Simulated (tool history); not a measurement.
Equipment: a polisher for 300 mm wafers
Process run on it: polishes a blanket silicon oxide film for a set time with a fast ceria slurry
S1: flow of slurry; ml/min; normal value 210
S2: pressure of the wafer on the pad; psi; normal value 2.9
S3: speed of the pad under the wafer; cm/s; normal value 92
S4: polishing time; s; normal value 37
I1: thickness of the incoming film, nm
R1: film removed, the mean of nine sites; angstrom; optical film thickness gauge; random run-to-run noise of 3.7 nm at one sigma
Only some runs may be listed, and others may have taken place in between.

| run | day | S1 | S2 | S3 | S4 | I1 | R1 |
|---|---|---|---|---|---|---|---|
| 1 | 0 | 210 | 2.9 | 92 | 37 | 1588.7 | 4538 |
|  | 0.921 | worn pad replaced by a new one |
| 2 | 1.046 | 210 | 2.9 | 92 | 37 | 1603.1 | 4760 |
| 3 | 1.779 | 210 | 2.9 | 92 | 37 | 1590.2 | 4736 |
| 4 | 2.446 | 210 | 2.9 | 92 | 37 | 1593 | 4709 |
| 5 | 3.338 | 210 | 2.9 | 92 | 37 | 1582.5 | 4605 |
|  | 4.125 | slurry nozzle cleaned |
| 6 | 4.488 | 250 | 2.2 | 92 | 37 | 1589.9 | 3738 |
| 7 | 5.938 | 250 | 2.2 | 92 | 37 | 1598.6 | 3674 |
|  | 6.121 | worn pad replaced by a new one |
| 8 | 6.592 | 210 | 2.9 | 86 | 37 | 1589 | 4451 |
| 9 | 7.112 | 210 | 2.9 | 86 | 37 | 1561.5 | 4422 |
| 10 | 7.679 | 210 | 2.9 | 86 | 37 | 1586.2 | 4425 |
| 11 | 8.542 | 210 | 2.9 | 92 | 37 | 1577.5 | 4620 |
| 12 | 9.475 | 210 | 2.9 | 92 | 37 | 1610.4 | 4532 |
| 13 | 10.404 | 210 | 2.9 | 78 | 37 | 1579 | 3856 |
| 14 | 11.858 | 210 | 2.9 | 78 | 37 | 1581.3 | 3787 |
|  | 12.221 | worn pad replaced by a new one |
| 15 | 12.975 | 190 | 3.4 | 92 | 30 | 1577.1 | 4299 |
| 16 | 14.158 | 210 | 2.9 | 92 | 42 | 1574.9 | 5229 |
| 17 | 14.875 | 210 | 3.6 | 92 | 46 | 1585.5 | 6893 |
|  | 15.317 | head pressure recalibrated |
| 18 | 16.192 | 210 | 2.9 | 92 | 37 | 1580.4 | 4539 |
| 19 | 17.154 | 165 | 3.4 | 70 | 44 | 1569.2 | 4480 |
|  | 18.504 | worn pad replaced by a new one |
| 20 | 18.525 | 210 | 2.9 | 92 | 37 | 1568 | 4694 |
| 21 | 19.517 | 175 | 2.4 | 80 | 24 | 1574.2 | 2209 |
| 22 | 20.4 | 210 | 2.9 | 92 | 25 | 1579.8 | 3117 |
| 23 | 21.758 | 245 | 2.9 | 110 | 25 | 1584.1 | 3677 |
|  | 22.058 | slurry nozzle cleaned |
| 24 | 22.633 | 210 | 2.4 | 92 | 37 | 1559.9 | 3819 |
|  | 23.862 | worn pad replaced by a new one |
| 25 | 24.575 | 245 | 2.9 | 66 | 37 | 1587.5 | 3430 |
| 26 | 25.467 | 210 | 2.9 | 70 | 47 | 1602.8 | 4525 |
| 27 | 27.488 | 160 | 3.7 | 92 | 34 | 1597 | 5013 |
| 28 | 28.188 | 210 | 2.9 | 92 | 44 | 1575.9 | 5444 |

Each row is a separate what-if for the run after 28, all from the same tool condition, not one after another. Results?
| A | 28.204 | 210 | 2.9 | 100 | 37 | 1596.2 | ? |
| B | 28.204 | 210 | 2.5 | 92 | 37 | 1596.2 | ? |
| C | 28.204 | 265 | 2.9 | 80 | 49 | 1596.2 | ? |
| D | 28.204 | 210 | 2.9 | 116 | 34 | 1596.2 | ? |
| E | 28.204 | 275 | 2.5 | 92 | 37 | 1596.2 | ? |

| run | R1 |
|---|---|
| A | 4939 |
| B | 4014 |
| C | 5376 |
| D | 5265 |
| E | 4139 |
The same runs, with their run-to-run variation unchanged, on a tool lacking any hidden condition would have given:
| run | R1 |
|---|---|
| A | 5201 |
| B | 4227 |
| C | 5661 |
| D | 5544 |
| E | 4359 |
